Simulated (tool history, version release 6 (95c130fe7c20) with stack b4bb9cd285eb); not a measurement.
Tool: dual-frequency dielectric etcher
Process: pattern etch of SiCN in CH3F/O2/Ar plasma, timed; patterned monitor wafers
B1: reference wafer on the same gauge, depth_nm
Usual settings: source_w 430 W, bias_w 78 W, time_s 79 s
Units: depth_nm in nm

{"run": 1, "hour": 0.0, "source_w": 430, "bias_w": 78, "time_s": 79, "B1": 31.12, "depth_nm": 28.92}
{"hour": 68.3, "done": "gauge calibrated"}
{"run": 2, "hour": 100.0, "source_w": 430, "bias_w": 78, "time_s": 79, "B1": 31.08, "depth_nm": 28.87}
{"run": 3, "hour": 190.9, "source_w": 460, "bias_w": 78, "time_s": 84.5, "B1": 31.1, "depth_nm": 32.3}
{"run": 4, "hour": 242.4, "source_w": 460, "bias_w": 78, "time_s": 84.5, "B1": 31.1, "depth_nm": 32.48}
{"run": 5, "hour": 290.2, "source_w": 460, "bias_w": 78, "time_s": 84.5, "B1": 31.12, "depth_nm": 32.58}
{"hour": 296.2, "done": "source power generator calibrated"}
{"run": 6, "hour": 374.8, "source_w": 350, "bias_w": 87, "time_s": 79, "B1": 31.11, "depth_nm": 27.5}
{"hour": 473.1, "done": "wet clean of the chamber"}
{"run": 7, "hour": 473.6, "source_w": 350, "bias_w": 87, "time_s": 79, "B1": 31.06, "depth_nm": 27.28}
{"run": 8, "hour": 526.8, "source_w": 430, "bias_w": 78, "time_s": 79, "B1": 31.11, "depth_nm": 29.11}
{"run": 9, "hour": 580.8, "source_w": 430, "bias_w": 78, "time_s": 79, "B1": 31.09, "depth_nm": 29.14}
{"run": 10, "hour": 619.9, "source_w": 430, "bias_w": 78, "time_s": 79, "B1": 31.12, "depth_nm": 28.97}
{"run": 11, "hour": 671.9, "source_w": 320, "bias_w": 65, "time_s": 79, "B1": 31.09, "depth_nm": 23.43}
{"hour": 756.9, "done": "bias power generator calibrated"}
{"run": 12, "hour": 766.8, "source_w": 500, "bias_w": 85, "time_s": 59.5, "B1": 31.06, "depth_nm": 24.81}
{"run": 13, "hour": 811.0, "source_w": 370, "bias_w": 78, "time_s": 87.5, "B1": 31.08, "depth_nm": 30.13}
{"run": 14, "hour": 900.0, "source_w": 470, "bias_w": 63, "time_s": 90, "B1": 31.08, "depth_nm": 32.7}
{"run": 15, "hour": 945.1, "source_w": 430, "bias_w": 78, "time_s": 79, "B1": 31.09, "depth_nm": 30.08}
{"run": 16, "hour": 981.8, "source_w": 490, "bias_w": 78, "time_s": 79, "B1": 31.08, "depth_nm": 31.81}
{"hour": 1064.4, "done": "wet clean of the chamber"}
{"run": 17, "hour": 1066.2, "source_w": 350, "bias_w": 87, "time_s": 79, "B1": 31.09, "depth_nm": 26.91}
{"run": 18, "hour": 1160.8, "source_w": 370, "bias_w": 78, "time_s": 87.5, "B1": 31.12, "depth_nm": 29.39}
{"hour": 1259.0, "done": "upper electrode replaced"}
{"run": 19, "hour": 1261.7, "source_w": 430, "bias_w": 95, "time_s": 88, "B1": 31.1, "depth_nm": 35.45}
{"run": 20, "hour": 1364.3, "source_w": 370, "bias_w": 96, "time_s": 66, "B1": 31.08, "depth_nm": 24.75}
{"hour": 1430.5, "done": "gauge calibrated"}
{"run": 21, "hour": 1463.6, "source_w": 430, "bias_w": 78, "time_s": 86, "B1": 31.08, "depth_nm": 32.13}
{"run": 22, "hour": 1518.6, "source_w": 460, "bias_w": 78, "time_s": 79, "B1": 31.08, "depth_nm": 30.66}
{"run": 23, "hour": 1594.9, "source_w": 430, "bias_w": 71, "time_s": 66, "B1": 31.08, "depth_nm": 24.02}
{"hour": 1659.8, "done": "wet clean of the chamber"}
{"run": 24, "hour": 1660.3, "source_w": 360, "bias_w": 78, "time_s": 79, "B1": 31.09, "depth_nm": 26.4}
{"run": 25, "hour": 1742.0, "source_w": 430, "bias_w": 78, "time_s": 89, "B1": 31.11, "depth_nm": 32.62}
{"run": 26, "hour": 1809.9, "source_w": 430, "bias_w": 78, "time_s": 79, "B1": 31.13, "depth_nm": 29.01}
{"run": 27, "hour": 1877.8, "source_w": 430, "bias_w": 78, "time_s": 68, "B1": 31.06, "depth_nm": 25.31}
{"run": 28, "hour": 1920.9, "source_w": 430, "bias_w": 78, "time_s": 79, "B1": 31.1, "depth_nm": 29.6}
{"run": 29, "hour": 1994.9, "source_w": 340, "bias_w": 71, "time_s": 101.5, "B1": 31.13, "depth_nm": 32.27}

Some steps in depth_nm between neighbouring runs. How much of each would the tool show without its hidden state too (settings, what came in, random variation), and how much is left for the hidden state, with any gauge scatter that isn't in both results?
The hidden state here: etch rate over this chamber's usual, %; source power that arrives over what is set, %; bias power that arrives over what is set, %; gauge reads high (%).
Run 16 -> 17: source_w 490 -> 350, bias_w 78 -> 87, wet clean of the chamber. depth_nm -4.9 nm: hidden state -1.11, all else -3.79.
Run 19 -> 20: source_w 430 -> 370, bias_w 95 -> 96, time_s 88 -> 66. depth_nm -10.7 nm: hidden state +0, all else -10.7.
Run 20 -> 21: source_w 370 -> 430, bias_w 96 -> 78, time_s 66 -> 86, gauge calibrated. depth_nm +7.38 nm: hidden state +0.33, all else +7.05.
Run 23 -> 24: source_w 430 -> 360, bias_w 71 -> 78, time_s 66 -> 79, wet clean of the chamber. depth_nm +2.38 nm: hidden state -0.73, all else +3.11.
